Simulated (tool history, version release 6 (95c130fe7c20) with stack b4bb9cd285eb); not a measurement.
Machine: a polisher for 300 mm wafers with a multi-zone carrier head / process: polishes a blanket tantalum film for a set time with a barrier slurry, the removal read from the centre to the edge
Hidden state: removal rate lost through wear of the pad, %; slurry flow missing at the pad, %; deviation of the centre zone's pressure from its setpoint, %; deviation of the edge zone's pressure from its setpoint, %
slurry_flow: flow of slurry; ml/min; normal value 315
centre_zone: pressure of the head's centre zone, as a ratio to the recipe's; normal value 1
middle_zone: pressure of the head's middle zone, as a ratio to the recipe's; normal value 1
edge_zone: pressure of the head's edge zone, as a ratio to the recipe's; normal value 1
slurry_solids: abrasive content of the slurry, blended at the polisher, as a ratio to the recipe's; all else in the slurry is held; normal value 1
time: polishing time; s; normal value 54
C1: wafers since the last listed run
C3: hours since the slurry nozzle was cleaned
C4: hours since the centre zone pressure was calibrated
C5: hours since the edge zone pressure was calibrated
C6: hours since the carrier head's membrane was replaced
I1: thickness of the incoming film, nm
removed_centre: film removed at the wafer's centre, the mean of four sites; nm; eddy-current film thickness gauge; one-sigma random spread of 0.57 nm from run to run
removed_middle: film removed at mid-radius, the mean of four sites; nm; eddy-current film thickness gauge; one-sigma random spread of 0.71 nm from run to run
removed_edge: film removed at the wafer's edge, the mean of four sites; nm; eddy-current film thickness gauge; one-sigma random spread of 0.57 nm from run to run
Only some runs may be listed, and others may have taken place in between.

run 1 day=0 | slurry_flow=315 centre_zone=1 middle_zone=1 edge_zone=1 slurry_solids=1 time=54 | C1=0 wafers_polished_on_this_pad=878 C3=106.9 C4=1094.4 C5=40.5 C6=25.9 | I1=426.1 | removed_centre=76.8 removed_middle=65.8 removed_edge=68.2
run 2 day=0.683 | slurry_flow=315 centre_zone=1 middle_zone=1 edge_zone=1 slurry_solids=1 time=54 | C1=159 wafers_polished_on_this_pad=1038 C3=123.3 C4=1110.8 C5=56.9 C6=42.3 | I1=434.8 | removed_centre=77 removed_middle=67.3 removed_edge=68.3
run 3 day=1.254 | slurry_flow=315 centre_zone=1 middle_zone=1 edge_zone=1 slurry_solids=1 time=54 | C1=133 wafers_polished_on_this_pad=1171 C3=137 C4=1124.5 C5=70.6 C6=56 | I1=423.8 | removed_centre=76.6 removed_middle=68.6 removed_edge=68
-- day=1.592 worn pad replaced by a new one
run 4 day=1.95 | slurry_flow=315 centre_zone=1 middle_zone=0.95 edge_zone=1 slurry_solids=0.95 time=54 | C1=123 wafers_polished_on_this_pad=83 C3=153.7 C4=1141.2 C5=87.3 C6=72.7 | I1=439 | removed_centre=74.4 removed_middle=64 removed_edge=67.5
run 5 day=2.321 | slurry_flow=315 centre_zone=1 middle_zone=1 edge_zone=1.07 slurry_solids=1 time=54 | C1=86 wafers_polished_on_this_pad=170 C3=162.6 C4=1150.1 C5=96.2 C6=81.6 | I1=424.4 | removed_centre=76.1 removed_middle=66.1 removed_edge=70.3
run 6 day=2.842 | slurry_flow=315 centre_zone=1 middle_zone=0.9 edge_zone=1 slurry_solids=0.85 time=54 | C1=121 wafers_polished_on_this_pad=291 C3=175.1 C4=1162.6 C5=108.7 C6=94.1 | I1=435.9 | removed_centre=73.3 removed_middle=57.4 removed_edge=64.6
run 7 day=3.3 | slurry_flow=315 centre_zone=1 middle_zone=0.93 edge_zone=1 slurry_solids=1 time=54 | C1=107 wafers_polished_on_this_pad=398 C3=186.1 C4=1173.6 C5=119.7 C6=105.1 | I1=430.9 | removed_centre=76.7 removed_middle=61.9 removed_edge=67.5
run 8 day=4.017 | slurry_flow=315 centre_zone=1 middle_zone=1 edge_zone=1 slurry_solids=1 time=54 | C1=167 wafers_polished_on_this_pad=566 C3=203.3 C4=1190.8 C5=136.9 C6=122.3 | I1=430.8 | removed_centre=75.2 removed_middle=66.5 removed_edge=67.4
-- day=4.117 centre zone pressure recalibrated
run 9 day=4.733 | slurry_flow=315 centre_zone=1 middle_zone=1 edge_zone=1 slurry_solids=1 time=54 | C1=147 wafers_polished_on_this_pad=714 C3=220.5 C4=14.8 C5=154.1 C6=139.5 | I1=436 | removed_centre=69 removed_middle=64.8 removed_edge=67.4
run 10 day=5.279 | slurry_flow=315 centre_zone=1 middle_zone=1 edge_zone=0.91 slurry_solids=1 time=42 | C1=127 wafers_polished_on_this_pad=841 C3=233.6 C4=27.9 C5=167.2 C6=152.6 | I1=430.6 | removed_centre=53.9 removed_middle=50.6 removed_edge=51
run 11 day=5.804 | slurry_flow=315 centre_zone=1 middle_zone=1 edge_zone=1 slurry_solids=1 time=54 | C1=122 wafers_polished_on_this_pad=964 C3=246.2 C4=40.5 C5=179.8 C6=165.2 | I1=435.9 | removed_centre=68.6 removed_middle=65.4 removed_edge=67.4
run 12 day=6.55 | slurry_flow=420 centre_zone=1 middle_zone=1 edge_zone=1 slurry_solids=1 time=54 | C1=174 wafers_polished_on_this_pad=1138 C3=264.1 C4=58.4 C5=197.7 C6=183.1 | I1=433.5 | removed_centre=72.1 removed_middle=67.5 removed_edge=69.5
run 13 day=7.288 | slurry_flow=315 centre_zone=1 middle_zone=1 edge_zone=1.05 slurry_solids=0.85 time=48 | C1=172 wafers_polished_on_this_pad=1310 C3=281.8 C4=76.1 C5=215.4 C6=200.8 | I1=429.4 | removed_centre=58.4 removed_middle=56.2 removed_edge=59.1
run 14 day=7.633 | slurry_flow=315 centre_zone=1 middle_zone=1 edge_zone=1 slurry_solids=1 time=54 | C1=80 wafers_polished_on_this_pad=1391 C3=290.1 C4=84.4 C5=223.7 C6=209.1 | I1=432.9 | removed_centre=68.8 removed_middle=65.9 removed_edge=66.4
run 15 day=8.021 | slurry_flow=380 centre_zone=1 middle_zone=1 edge_zone=1 slurry_solids=1.1 time=70 | C1=90 wafers_polished_on_this_pad=1482 C3=299.4 C4=93.7 C5=233 C6=218.4 | I1=425.4 | removed_centre=95.5 removed_middle=88.3 removed_edge=90.9
-- day=8.479 worn pad replaced by a new one
-- day=8.667 slurry nozzle cleaned
run 16 day=8.688 | slurry_flow=315 centre_zone=1 middle_zone=1 edge_zone=1 slurry_solids=1 time=72 | C1=107 wafers_polished_on_this_pad=38 C3=0.5 C4=109.7 C5=249 C6=234.4 | I1=439 | removed_centre=100.1 removed_middle=92.9 removed_edge=94.2
run 17 day=9.254 | slurry_flow=315 centre_zone=1 middle_zone=1 edge_zone=1 slurry_solids=1 time=54 | C1=132 wafers_polished_on_this_pad=171 C3=14.1 C4=123.3 C5=262.6 C6=248 | I1=434.8 | removed_centre=74.2 removed_middle=69.3 removed_edge=70.2
run 18 day=9.988 | slurry_flow=315 centre_zone=1 middle_zone=0.91 edge_zone=0.96 slurry_solids=1 time=54 | C1=171 wafers_polished_on_this_pad=342 C3=31.7 C4=140.9 C5=280.2 C6=265.6 | I1=428 | removed_centre=72.9 removed_middle=63.4 removed_edge=68
run 19 day=10.388 | slurry_flow=315 centre_zone=1.07 middle_zone=1 edge_zone=1 slurry_solids=1 time=54 | C1=93 wafers_polished_on_this_pad=436 C3=41.3 C4=150.5 C5=289.8 C6=275.2 | I1=431.1 | removed_centre=77.6 removed_middle=67.7 removed_edge=68.7
run 20 day=10.838 | slurry_flow=255 centre_zone=1 middle_zone=1 edge_zone=1 slurry_solids=1 time=54 | C1=105 wafers_polished_on_this_pad=541 C3=52.1 C4=161.3 C5=300.6 C6=286 | I1=431 | removed_centre=71.6 removed_middle=67.6 removed_edge=67.4
run 21 day=11.567 | slurry_flow=315 centre_zone=1 middle_zone=1 edge_zone=1 slurry_solids=1 time=54 | C1=170 wafers_polished_on_this_pad=711 C3=69.6 C4=178.8 C5=318.1 C6=303.5 | I1=427.2 | removed_centre=73.6 removed_middle=68.5 removed_edge=68.6
run 22 day=12.229 | slurry_flow=375 centre_zone=1 middle_zone=1.06 edge_zone=0.91 slurry_solids=1 time=42 | C1=154 wafers_polished_on_this_pad=866 C3=85.5 C4=194.7 C5=334 C6=319.4 | I1=430.6 | removed_centre=57.6 removed_middle=56.3 removed_edge=51.6
run 23 day=12.975 | slurry_flow=315 centre_zone=1 middle_zone=1 edge_zone=1 slurry_solids=1.2 time=54 | C1=174 wafers_polished_on_this_pad=1040 C3=103.4 C4=212.6 C5=351.9 C6=337.3 | I1=430.6 | removed_centre=77.1 removed_middle=69.8 removed_edge=70.9

Entry by entry between the runs, the difference in hidden state between the last listed run before and the first listed run after:
In the gap between runs 3 and 4: worn pad replaced by a new one (day 1.592)
  slurry flow missing at the pad, %: 35.2 -> 36.9
  measured result minus the result with no hidden state, removed_centre: +3.4 -> +3.1 nm; removed_middle: -3 -> -3 nm; removed_edge: -2.2 -> -2.4 nm
In the gap between runs 8 and 9: centre zone pressure recalibrated (day 4.117)
  slurry flow missing at the pad, %: 40.7 -> 41.6; deviation of the centre zone's pressure from its setpoint, %: 11.6 -> -0.633
  measured result minus the result with no hidden state, removed_centre: +2.6 -> -4.8 nm; removed_middle: -3.7 -> -3.7 nm; removed_edge: -2.8 -> -2.8 nm
In the gap between runs 15 and 16: worn pad replaced by a new one (day 8.479); slurry nozzle cleaned (day 8.667)
  slurry flow missing at the pad, %: 44.5 -> 4.34; deviation of the centre zone's pressure from its setpoint, %: 1.27 -> 1.62
  measured result minus the result with no hidden state, removed_centre: -4.5 -> +0.9 nm; removed_middle: -4.7 -> -0.3 nm; removed_edge: -3.7 -> -0.3 nm
